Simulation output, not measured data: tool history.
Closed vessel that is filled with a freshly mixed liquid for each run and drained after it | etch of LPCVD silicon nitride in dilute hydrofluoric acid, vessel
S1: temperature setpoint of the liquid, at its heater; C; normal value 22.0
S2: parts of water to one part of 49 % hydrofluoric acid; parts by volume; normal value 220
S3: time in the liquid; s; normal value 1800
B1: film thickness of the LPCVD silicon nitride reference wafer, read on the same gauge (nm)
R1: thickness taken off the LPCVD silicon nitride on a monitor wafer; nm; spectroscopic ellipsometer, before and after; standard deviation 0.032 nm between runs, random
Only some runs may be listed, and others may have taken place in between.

run     day    S1   S2    S3       B1     R1
  1   0.000  22.0  175  1800  129.986  3.525
  2   4.121  22.0  175  1800  130.032  3.536
  3   6.729  22.0  220  1800  130.011  2.776
  4   7.750  22.0  220  1800  130.000  2.853
  5   9.296  22.0  270  1800  129.981  2.298
  6  10.842  22.0  270  1800  130.018  2.312
  7  12.988  22.0  270  1800  129.983  2.269
  8  14.779  22.0  145  2265  129.986  5.392
  9  15.933  22.0  145  2265  129.938  5.227
 10  17.054  22.0  145  2265  130.009  5.254
 11  18.483  19.0  220  2340  129.991  2.991
 12  19.808  22.0  220  1800  129.996  2.790
 13  20.833  22.0  220  1800  129.995  2.726
 14  22.729  22.0  220  1800  130.013  2.764
 15  24.704  22.0  145  2265  130.010  5.090
 16  26.079  22.0  220  1800  130.007  2.778
 17  28.350  22.0  220  1800  130.038  2.699
 18  30.579  22.0  220  1800  130.054  2.756
 19  32.875  18.0  220  1800  129.986  2.103
 20  34.738  20.5  130   950  129.989  2.157
 21  36.892  20.0  135  2585  129.991  5.398
 22  38.879  22.0  320  1800  130.010  1.869
     39.179  -- thermometer replaced
     40.921  -- hydrofluoric acid flow meter replaced
 23  41.050  22.0  220   885  130.024  1.467

What does the tool deliver on the next run?
 24  42.842  22.0  220  885   ?   ?

Run 24 measured B1 130.004, R1 1.479 nm.
Take away the tool's hidden state, keep the run-to-run variation as it was, and the same run would have given R1 1.494 nm.
